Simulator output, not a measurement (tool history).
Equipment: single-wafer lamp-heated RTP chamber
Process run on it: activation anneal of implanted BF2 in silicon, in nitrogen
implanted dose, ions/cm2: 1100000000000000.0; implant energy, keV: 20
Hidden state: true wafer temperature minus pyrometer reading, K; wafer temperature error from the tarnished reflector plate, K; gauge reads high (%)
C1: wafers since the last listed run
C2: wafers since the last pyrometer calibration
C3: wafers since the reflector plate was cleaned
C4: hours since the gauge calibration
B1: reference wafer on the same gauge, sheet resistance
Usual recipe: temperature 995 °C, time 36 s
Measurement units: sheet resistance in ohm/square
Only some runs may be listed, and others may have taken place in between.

run 1 hour=0.0 | temperature=995 time=36 | C1=0 C2=3529 C3=7799 C4=136.0 | B1=215.01 | sheet_resistance=173.81
run 2 hour=29.5 | temperature=1016 time=41 | C1=290 C2=3820 C3=8090 C4=165.5 | B1=214.97 | sheet_resistance=147.20
run 3 hour=60.9 | temperature=995 time=36 | C1=309 C2=4130 C3=8399 C4=196.9 | B1=215.06 | sheet_resistance=172.42
run 4 hour=74.9 | temperature=995 time=36 | C1=138 C2=4268 C3=8537 C4=210.9 | B1=215.05 | sheet_resistance=172.80
run 5 hour=100.0 | temperature=995 time=36 | C1=247 C2=4515 C3=8785 C4=236.0 | B1=215.05 | sheet_resistance=172.02
run 6 hour=150.1 | temperature=973 time=29 | C1=493 C2=5009 C3=9279 C4=286.1 | B1=214.98 | sheet_resistance=210.99
run 7 hour=171.2 | temperature=973 time=29 | C1=208 C2=5217 C3=9487 C4=307.2 | B1=214.97 | sheet_resistance=210.10
-- hour=192.1 gauge calibrated
run 8 hour=200.0 | temperature=973 time=29 | C1=283 C2=5501 C3=9771 C4=7.9 | B1=214.97 | sheet_resistance=210.36
-- hour=221.2 reflector plate cleaned
run 9 hour=235.8 | temperature=1006 time=56 | C1=274 C2=5775 C3=143 C4=43.7 | B1=214.96 | sheet_resistance=150.17
run 10 hour=263.2 | temperature=995 time=36 | C1=270 C2=6045 C3=413 C4=71.1 | B1=215.06 | sheet_resistance=172.80
-- hour=279.6 pyrometer window cleaned and pyrometer calibrated
run 11 hour=287.1 | temperature=968 time=36 | C1=156 C2=73 C3=570 C4=95.0 | B1=215.10 | sheet_resistance=224.86
run 12 hour=307.4 | temperature=970 time=56 | C1=200 C2=274 C3=770 C4=115.3 | B1=214.90 | sheet_resistance=205.41
run 13 hour=340.3 | temperature=995 time=36 | C1=324 C2=598 C3=1095 C4=148.2 | B1=215.02 | sheet_resistance=180.31
run 14 hour=359.2 | temperature=1003 time=21 | C1=186 C2=784 C3=1281 C4=167.1 | B1=214.97 | sheet_resistance=183.97
run 15 hour=391.1 | temperature=970 time=56 | C1=314 C2=1099 C3=1595 C4=199.0 | B1=214.98 | sheet_resistance=204.72
run 16 hour=412.9 | temperature=1011 time=36 | C1=214 C2=1314 C3=1810 C4=220.8 | B1=214.96 | sheet_resistance=158.86

Alternative continuations, all from the tool just after run 16; predict every row:
run A hour=413.3 | temperature=995 time=36 | C1=3 C2=1318 C3=1814 C4=221.2 | B1=? | sheet_resistance=?
run B hour=413.3 | temperature=1024 time=51 | C1=3 C2=1318 C3=1814 C4=221.2 | B1=? | sheet_resistance=?
run C hour=413.3 | temperature=1003 time=16 | C1=3 C2=1318 C3=1814 C4=221.2 | B1=? | sheet_resistance=?
run D hour=413.3 | temperature=975 time=55 | C1=3 C2=1318 C3=1814 C4=221.2 | B1=? | sheet_resistance=?
run E hour=413.3 | temperature=983 time=36 | C1=3 C2=1318 C3=1814 C4=221.2 | B1=? | sheet_resistance=?

run=A B1=215.15 sheet_resistance=178.97
run=B B1=215.15 sheet_resistance=140.88
run=C B1=215.15 sheet_resistance=191.66
run=D B1=215.15 sheet_resistance=195.96
run=E B1=215.15 sheet_resistance=197.37
The same runs, with their run-to-run variation unchanged, on a tool lacking any hidden condition would have given:
run=A sheet_resistance=180.57
run=B sheet_resistance=141.68
run=C sheet_resistance=193.16
run=D sheet_resistance=197.94
run=E sheet_resistance=199.19

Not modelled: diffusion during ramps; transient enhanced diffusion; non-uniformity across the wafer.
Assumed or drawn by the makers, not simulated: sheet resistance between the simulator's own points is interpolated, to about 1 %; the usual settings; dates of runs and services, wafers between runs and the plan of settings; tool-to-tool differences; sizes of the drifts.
